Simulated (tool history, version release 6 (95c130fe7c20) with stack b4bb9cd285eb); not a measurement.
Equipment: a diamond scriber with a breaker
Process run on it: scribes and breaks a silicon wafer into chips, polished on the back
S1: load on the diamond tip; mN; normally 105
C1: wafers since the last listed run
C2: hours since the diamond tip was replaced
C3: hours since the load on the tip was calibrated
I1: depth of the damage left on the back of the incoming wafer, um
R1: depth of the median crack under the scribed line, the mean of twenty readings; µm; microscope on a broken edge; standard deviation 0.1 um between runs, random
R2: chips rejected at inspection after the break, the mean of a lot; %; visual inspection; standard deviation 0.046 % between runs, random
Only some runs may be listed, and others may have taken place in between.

run 1 hour=0 | S1=128 | C1=0 C2=492.7 C3=859.2 | I1=0.04 | R1=10.22 R2=2.47
run 2 hour=34.8 | S1=128 | C1=90 C2=527.5 C3=894 | I1=0.02 | R1=9.98 R2=2.38
run 3 hour=51 | S1=105 | C1=42 C2=543.7 C3=910.2 | I1=0.01 | R1=8.54 R2=0.84
run 4 hour=84.6 | S1=105 | C1=87 C2=577.3 C3=943.8 | I1=0.01 | R1=8.69 R2=0.79
run 5 hour=115.9 | S1=126 | C1=81 C2=608.6 C3=975.1 | I1=0.02 | R1=9.93 R2=2.04
run 6 hour=130.9 | S1=126 | C1=38 C2=623.6 C3=990.1 | I1=0.02 | R1=9.86 R2=1.94
run 7 hour=197.2 | S1=126 | C1=172 C2=689.9 C3=1056.4 | I1=0.02 | R1=9.73 R2=1.89
run 8 hour=210.3 | S1=105 | C1=33 C2=703 C3=1069.5 | I1=0.04 | R1=8.8 R2=1.01
run 9 hour=243.8 | S1=105 | C1=86 C2=736.5 C3=1103 | I1=0.04 | R1=8.68 R2=0.91
run 10 hour=260 | S1=105 | C1=42 C2=752.7 C3=1119.2 | I1=0.05 | R1=8.58 R2=1.03
run 11 hour=275.4 | S1=119 | C1=39 C2=768.1 C3=1134.6 | I1=0.01 | R1=9.5 R2=0.74
run 12 hour=296 | S1=83 | C1=53 C2=788.7 C3=1155.2 | I1=0.04 | R1=7.38 R2=6.97
run 13 hour=327.6 | S1=84 | C1=82 C2=820.3 C3=1186.8 | I1=0.02 | R1=7.38 R2=7.03
run 14 hour=361.4 | S1=84 | C1=87 C2=854.1 C3=1220.6 | I1=0.01 | R1=7.35 R2=7.11
-- hour=394.7 diamond tip replaced by a new one
run 15 hour=405.4 | S1=84 | C1=109 C2=10.7 C3=1264.6 | I1=0.01 | R1=7.31 R2=7.52
run 16 hour=421.8 | S1=105 | C1=42 C2=27.1 C3=1281 | I1=0.03 | R1=8.33 R2=1.42
run 17 hour=443.2 | S1=105 | C1=55 C2=48.5 C3=1302.4 | I1=0.02 | R1=8.58 R2=1.41
run 18 hour=458.4 | S1=105 | C1=39 C2=63.7 C3=1317.6 | I1=0.02 | R1=8.48 R2=1.24
run 19 hour=477.9 | S1=105 | C1=50 C2=83.2 C3=1337.1 | I1=0.02 | R1=8.43 R2=1.33
run 20 hour=511.3 | S1=79 | C1=86 C2=116.6 C3=1370.5 | I1=0.01 | R1=7.05 R2=11.2
run 21 hour=543.5 | S1=134 | C1=83 C2=148.8 C3=1402.7 | I1=0.02 | R1=10.04 R2=1.95
run 22 hour=618.4 | S1=105 | C1=194 C2=223.7 C3=1477.6 | I1=0.02 | R1=8.55 R2=1.94
-- hour=620.6 load on the tip recalibrated
run 23 hour=651.7 | S1=85 | C1=81 C2=257 C3=31.1 | I1=0.04 | R1=6.77 R2=11.89
run 24 hour=676.9 | S1=128 | C1=65 C2=282.2 C3=56.3 | I1=0.03 | R1=9.02 R2=0.65
run 25 hour=753.5 | S1=94 | C1=198 C2=358.8 C3=132.9 | I1=0.04 | R1=7.2 R2=8.18
run 26 hour=777.9 | S1=121 | C1=63 C2=383.2 C3=157.3 | I1=0.01 | R1=8.64 R2=0.98
run 27 hour=802.2 | S1=136 | C1=63 C2=407.5 C3=181.6 | I1=0.01 | R1=9.24 R2=0.84
run 28 hour=823.7 | S1=105 | C1=55 C2=429 C3=203.1 | I1=0.04 | R1=7.86 R2=4.14
run 29 hour=853.5 | S1=117 | C1=77 C2=458.8 C3=232.9 | I1=0.05 | R1=8.42 R2=1.56
-- hour=867.8 load on the tip recalibrated, repeated, since the last time left the tool worse
run 30 hour=882.2 | S1=105 | C1=69 C2=487.5 C3=14.4 | I1=0.02 | R1=9.08 R2=0.54
run 31 hour=912.1 | S1=131 | C1=77 C2=517.4 C3=44.3 | I1=0.03 | R1=10.65 R2=4.1
run 32 hour=926.2 | S1=125 | C1=36 C2=531.5 C3=58.4 | I1=0.04 | R1=10.28 R2=2.85
run 33 hour=938.4 | S1=86 | C1=31 C2=543.7 C3=70.6 | I1=0.04 | R1=7.88 R2=3.57
run 34 hour=954.3 | S1=123 | C1=41 C2=559.6 C3=86.5 | I1=0.03 | R1=10.18 R2=2.54
run 35 hour=986.1 | S1=105 | C1=82 C2=591.4 C3=118.3 | I1=0.02 | R1=9.06 R2=0.56
run 36 hour=1020.3 | S1=120 | C1=88 C2=625.6 C3=152.5 | I1=0.03 | R1=10.18 R2=1.87
run 37 hour=1034.1 | S1=105 | C1=35 C2=639.4 C3=166.3 | I1=0.04 | R1=9.13 R2=0.64
run 38 hour=1066.7 | S1=90 | C1=84 C2=672 C3=198.9 | I1=0.03 | R1=8.17 R2=2.45

Branching from run 38: 4 alternative next runs. What would each branch give?
run A hour=1067.3 | S1=118 | C1=1 C2=672.6 C3=199.5 | I1=0.01 | R1=? R2=?
run B hour=1067.3 | S1=89 | C1=1 C2=672.6 C3=199.5 | I1=0.01 | R1=? R2=?
run C hour=1067.3 | S1=122 | C1=1 C2=672.6 C3=199.5 | I1=0.01 | R1=? R2=?
run D hour=1067.3 | S1=135 | C1=1 C2=672.6 C3=199.5 | I1=0.01 | R1=? R2=?

run=A R1=9.75 R2=1.79
run=B R1=8.06 R2=2.57
run=C R1=9.97 R2=2.47
run=D R1=10.68 R2=5.47
What these runs would have given with no unlogged condition in the tool:
run=A R1=9.71 R2=1.69
run=B R1=8.03 R2=2.7
run=C R1=9.94 R2=2.34
run=D R1=10.64 R2=5.27

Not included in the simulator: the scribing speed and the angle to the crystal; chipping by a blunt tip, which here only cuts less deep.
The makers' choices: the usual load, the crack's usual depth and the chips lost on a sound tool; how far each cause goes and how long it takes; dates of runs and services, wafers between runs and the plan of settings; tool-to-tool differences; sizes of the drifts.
